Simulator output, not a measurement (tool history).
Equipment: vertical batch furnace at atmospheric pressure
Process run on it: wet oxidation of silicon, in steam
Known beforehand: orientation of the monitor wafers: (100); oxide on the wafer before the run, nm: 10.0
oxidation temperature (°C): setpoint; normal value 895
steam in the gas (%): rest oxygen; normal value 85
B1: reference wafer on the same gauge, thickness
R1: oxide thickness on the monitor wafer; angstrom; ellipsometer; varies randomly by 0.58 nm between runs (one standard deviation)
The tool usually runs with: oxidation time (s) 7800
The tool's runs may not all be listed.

Run 1, hour 0.0: usual settings; B1 258.03. Result: R1 2798.3 angstrom.
Run 2, hour 31.9: usual settings; B1 257.89. Result: R1 2804.4 angstrom.
Run 3, hour 48.1: usual settings; B1 257.69. Result: R1 2797.2 angstrom.
Run 4, hour 63.6: usual settings but oxidation temperature (°C) 888; B1 257.64. Result: R1 2553.8 angstrom.
Run 5, hour 91.3: usual settings but oxidation temperature (°C) 888; B1 257.29. Result: R1 2558.2 angstrom.
Run 6, hour 109.7: usual settings but oxidation temperature (°C) 888; B1 257.22. Result: R1 2560.0 angstrom.
Run 7, hour 131.9: usual settings but oxidation temperature (°C) 877; B1 256.95. Result: R1 2189.9 angstrom.
Run 8, hour 167.3: usual settings but steam in the gas (%) 82; B1 256.69. Result: R1 2706.2 angstrom.
Run 9, hour 180.2: usual settings but steam in the gas (%) 82; B1 256.57. Result: R1 2712.2 angstrom.
At hour 210.7: thermocouples replaced and temperature profile calibrated.
Run 10, hour 211.2: usual settings but steam in the gas (%) 77; B1 256.30. Result: R1 2575.5 angstrom.
Run 11, hour 230.5: usual settings but steam in the gas (%) 77; B1 256.47. Result: R1 2573.6 angstrom.
At hour 277.3: steam generator serviced.
Run 12, hour 277.8: usual settings but steam in the gas (%) 78; B1 255.91. Result: R1 2594.1 angstrom.
Run 13, hour 283.6: usual settings but steam in the gas (%) 78; B1 255.75. Result: R1 2591.0 angstrom.
Run 14, hour 309.9: usual settings but oxidation temperature (°C) 904; B1 255.59. Result: R1 3095.6 angstrom.
Run 15, hour 329.3: usual settings but oxidation time (s) 10680; B1 255.34. Result: R1 3575.3 angstrom.
At hour 349.2: gauge calibrated.
Run 16, hour 351.2: usual settings but oxidation temperature (°C) 881, oxidation time (s) 11010; B1 258.20. Result: R1 3111.2 angstrom.
Run 17, hour 371.8: usual settings but oxidation temperature (°C) 885, oxidation time (s) 9930; B1 258.06. Result: R1 3007.2 angstrom.
Run 18, hour 387.9: usual settings; B1 258.03. Result: R1 2805.5 angstrom.
Run 19, hour 405.9: usual settings; B1 257.54. Result: R1 2799.4 angstrom.
Run 20, hour 422.8: usual settings but oxidation temperature (°C) 871, oxidation time (s) 9570, steam in the gas (%) 79; B1 257.58. Result: R1 2260.1 angstrom.
Run 21, hour 447.1: usual settings but oxidation time (s) 9750, steam in the gas (%) 90; B1 257.34. Result: R1 3512.9 angstrom.

What will run 22 give?
Run 22, hour 459.1: usual settings; B1 ?. Result: R1 ?.

{"run 22": {"B1": 257.33, "R1": 2805.4}}
With the hidden condition absent and the run-to-run variation left alone, this run would have shown R1 2813.2 angstrom.

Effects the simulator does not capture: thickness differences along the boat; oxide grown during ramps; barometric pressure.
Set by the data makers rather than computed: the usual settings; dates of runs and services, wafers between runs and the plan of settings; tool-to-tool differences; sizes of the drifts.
